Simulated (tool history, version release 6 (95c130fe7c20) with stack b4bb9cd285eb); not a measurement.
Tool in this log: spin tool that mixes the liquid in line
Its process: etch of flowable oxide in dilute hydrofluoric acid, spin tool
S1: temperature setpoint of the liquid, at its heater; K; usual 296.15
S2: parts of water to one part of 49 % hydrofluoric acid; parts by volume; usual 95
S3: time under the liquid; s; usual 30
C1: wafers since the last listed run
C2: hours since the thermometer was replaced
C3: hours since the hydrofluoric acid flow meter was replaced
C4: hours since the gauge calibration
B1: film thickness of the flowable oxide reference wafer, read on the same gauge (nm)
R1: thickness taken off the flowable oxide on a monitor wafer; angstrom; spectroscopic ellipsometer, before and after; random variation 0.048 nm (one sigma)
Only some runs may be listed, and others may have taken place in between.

run,hour,S1,S2,S3,C1,C2,C3,C4,B1,R1
1,0,296.15,65,30,0,665.7,270.1,309.8,99.98,131
2,59,296.15,65,30,504,724.7,329.1,368.8,100.01,129.3
3,101.7,296.15,95,30,364,767.4,371.8,411.5,100,85.8
4,141.3,296.15,95,30,338,807,411.4,451.1,100.01,86.8
5,197.4,296.15,95,30,479,863.1,467.5,507.2,100.01,85.2
6,264,296.15,95,25,569,929.7,534.1,573.8,99.97,71.3
# hour 307.7: thermometer replaced
7,335.7,296.15,95,25,604,28,605.8,645.5,100.01,72.9
8,392,296.15,60,50,481,84.3,662.1,701.8,99.99,240.7
9,428.1,298.65,95,15,308,120.4,698.2,737.9,100,48.6
# hour 466.8: gauge calibrated
# hour 471.5: hydrofluoric acid flow meter replaced
10,484.3,298.65,75,15,471,176.6,12.8,17.5,100.01,62.9
11,537.2,296.15,65,30,452,229.5,65.7,70.4,99.99,132.9
12,594.7,294.15,125,15,491,287,123.2,127.9,99.99,29.7
13,660,296.15,125,30,558,352.3,188.5,193.2,100.01,63.7
14,722.2,296.15,50,15,531,414.5,250.7,255.4,100.02,87.1
15,778.4,299.15,140,35,480,470.7,306.9,311.6,100.01,72.8

Consider 4 possible next runs. They are alternatives, not a sequence: every one starts from the tool as it was left by run 15. What does each give?
A,778.8,296.15,95,30,3,471.1,307.3,312,?,?
B,778.8,296.15,80,15,3,471.1,307.3,312,?,?
C,778.8,296.15,95,15,3,471.1,307.3,312,?,?
D,778.8,296.15,65,45,3,471.1,307.3,312,?,?

run,B1,R1
A,100.03,85.4
B,100.03,51.6
C,100.03,42.7
D,100.03,194.2
What these runs would have given with no unlogged condition in the tool:
run,R1
A,87
B,52.6
C,43.5
D,197.9

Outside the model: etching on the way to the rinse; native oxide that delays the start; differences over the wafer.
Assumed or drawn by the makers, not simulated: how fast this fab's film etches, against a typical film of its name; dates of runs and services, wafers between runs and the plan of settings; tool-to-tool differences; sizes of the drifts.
